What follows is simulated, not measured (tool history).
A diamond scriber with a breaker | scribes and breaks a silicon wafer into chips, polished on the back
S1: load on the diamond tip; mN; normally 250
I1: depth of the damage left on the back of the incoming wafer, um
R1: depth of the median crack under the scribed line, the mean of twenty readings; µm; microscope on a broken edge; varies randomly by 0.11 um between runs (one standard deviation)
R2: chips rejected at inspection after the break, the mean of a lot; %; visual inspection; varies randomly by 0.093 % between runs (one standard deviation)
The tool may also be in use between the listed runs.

run	day	S1	I1	R1	R2
1	0	301	0.04	7.73	1.81
2	1.225	301	0.04	7.61	1.78
3	1.938	250	0.02	6.95	1.56
4	2.521	250	0.03	6.79	1.58
5	3.971	250	0.02	6.86	1.56
6	4.504	250	0.03	6.9	1.69
7	5.379	280	0.02	7.19	1.36
8	6.046	279	0.02	7.2	1.38
9	7.35	279	0.04	7.2	1.48
10	8.808	279	0.03	7.19	1.44
11	9.488	250	0.02	6.89	1.73
12	10.525	250	0.03	6.79	1.64
13	11.192	250	0.01	6.85	1.67
# day 11.8: load on the tip recalibrated
14	13.754	250	0.04	6.35	2.59
# day 13.854: diamond tip replaced by a new one
15	14.971	250	0.02	6.35	2.84
# day 17.038: load on the tip recalibrated, repeated, since the last time left the tool worse
16	19.104	288	0.02	7.77	1.73
17	19.892	316	0.04	8.23	2.38
18	20.896	206	0.04	6.25	2.58
19	21.829	250	0.03	6.98	1.38
20	22.562	250	0.05	7.02	1.4
21	23.4	289	0.03	7.61	1.7
22	24.45	228	0.02	6.47	1.81
23	25.5	250	0.01	6.86	1.47
24	26.942	228	0.01	6.48	1.89
25	27.625	218	0.03	6.46	2.41
26	28.317	229	0.03	6.76	2.12
27	29.371	229	0.02	6.56	1.94
28	30.1	204	0.02	6.18	3.31
29	31.088	250	0.04	6.95	1.64
30	32.112	201	0.03	6	3.81
31	32.792	278	0.02	7.42	1.36

Each row is a separate what-if for the run after 31, all from the same tool condition, not one after another. Results?
A	32.812	250	0.03	?	?
B	32.812	223	0.03	?	?
C	32.812	209	0.03	?	?
D	32.812	313	0.03	?	?
E	32.812	270	0.03	?	?

run	R1	R2
A	7	1.34
B	6.57	2.11
C	6.34	2.83
D	7.97	1.82
E	7.32	1.19
Take away the tool's hidden state, keep each run's random variation, and the runs would have read:
run	R1	R2
A	7.3	1.19
B	6.85	1.53
C	6.61	2.01
D	8.31	2.55
E	7.63	1.35

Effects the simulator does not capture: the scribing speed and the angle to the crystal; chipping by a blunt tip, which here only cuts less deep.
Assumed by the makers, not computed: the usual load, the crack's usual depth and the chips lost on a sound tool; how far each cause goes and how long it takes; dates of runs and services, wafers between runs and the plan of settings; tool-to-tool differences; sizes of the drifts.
